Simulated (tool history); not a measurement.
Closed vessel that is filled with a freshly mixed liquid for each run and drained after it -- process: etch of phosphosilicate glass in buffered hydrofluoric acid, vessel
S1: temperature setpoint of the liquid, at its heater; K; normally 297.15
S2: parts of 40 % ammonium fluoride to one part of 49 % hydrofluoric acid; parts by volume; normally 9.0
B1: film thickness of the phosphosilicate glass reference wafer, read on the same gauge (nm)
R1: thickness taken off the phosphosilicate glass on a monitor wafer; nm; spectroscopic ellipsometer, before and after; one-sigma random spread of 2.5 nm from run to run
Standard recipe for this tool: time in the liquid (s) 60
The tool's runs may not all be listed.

{"run": 1, "hour": 0.0, "S1": 298.65, "S2": 9.0, "time in the liquid (s)": 60, "B1": 150.04, "R1": 353.33}
{"run": 2, "hour": 85.4, "S1": 298.65, "S2": 9.0, "time in the liquid (s)": 60, "B1": 150.0, "R1": 349.37}
{"run": 3, "hour": 183.9, "S1": 297.15, "S2": 9.0, "time in the liquid (s)": 60, "B1": 150.01, "R1": 317.16}
{"run": 4, "hour": 246.6, "S1": 297.15, "S2": 9.0, "time in the liquid (s)": 60, "B1": 150.02, "R1": 316.44}
{"run": 5, "hour": 315.7, "S1": 297.15, "S2": 9.0, "time in the liquid (s)": 60, "B1": 149.99, "R1": 313.62}
{"run": 6, "hour": 357.1, "S1": 297.15, "S2": 9.0, "time in the liquid (s)": 60, "B1": 150.01, "R1": 315.38}
{"run": 7, "hour": 450.5, "S1": 297.15, "S2": 11.0, "time in the liquid (s)": 60, "B1": 150.01, "R1": 266.54}
{"hour": 463.2, "done": "thermometer replaced"}
{"hour": 469.7, "done": "gauge calibrated"}
{"run": 8, "hour": 549.5, "S1": 293.15, "S2": 11.0, "time in the liquid (s)": 75, "B1": 150.02, "R1": 286.35}
{"run": 9, "hour": 588.7, "S1": 297.15, "S2": 9.0, "time in the liquid (s)": 60, "B1": 150.02, "R1": 335.98}
{"run": 10, "hour": 657.2, "S1": 301.15, "S2": 12.0, "time in the liquid (s)": 80, "B1": 150.01, "R1": 439.4}
{"hour": 700.5, "done": "hydrofluoric acid flow meter replaced"}
{"run": 11, "hour": 757.6, "S1": 299.65, "S2": 10.0, "time in the liquid (s)": 45, "B1": 149.99, "R1": 268.57}
{"run": 12, "hour": 823.0, "S1": 297.15, "S2": 9.0, "time in the liquid (s)": 50, "B1": 150.02, "R1": 275.32}
{"run": 13, "hour": 892.7, "S1": 301.15, "S2": 9.0, "time in the liquid (s)": 60, "B1": 150.06, "R1": 408.81}
{"run": 14, "hour": 964.7, "S1": 297.15, "S2": 9.0, "time in the liquid (s)": 60, "B1": 150.06, "R1": 331.94}

Consider 3 possible next runs. They are alternatives, not a sequence: every one starts from the tool as it was left by run 14. What does each give?
{"run": "A", "hour": 965.4, "S1": 297.15, "S2": 9.0, "time in the liquid (s)": 60, "B1": "?", "R1": "?"}
{"run": "B", "hour": 965.4, "S1": 297.15, "S2": 11.0, "time in the liquid (s)": 50, "B1": "?", "R1": "?"}
{"run": "C", "hour": 965.4, "S1": 299.65, "S2": 5.5, "time in the liquid (s)": 60, "B1": "?", "R1": "?"}

run=A B1=149.96 R1=326.26
run=B B1=149.96 R1=231.90
run=C B1=149.96 R1=603.36
Had the tool no hidden state, the same runs would have come out as:
run=A R1=339.16
run=B R1=241.07
run=C R1=626.77
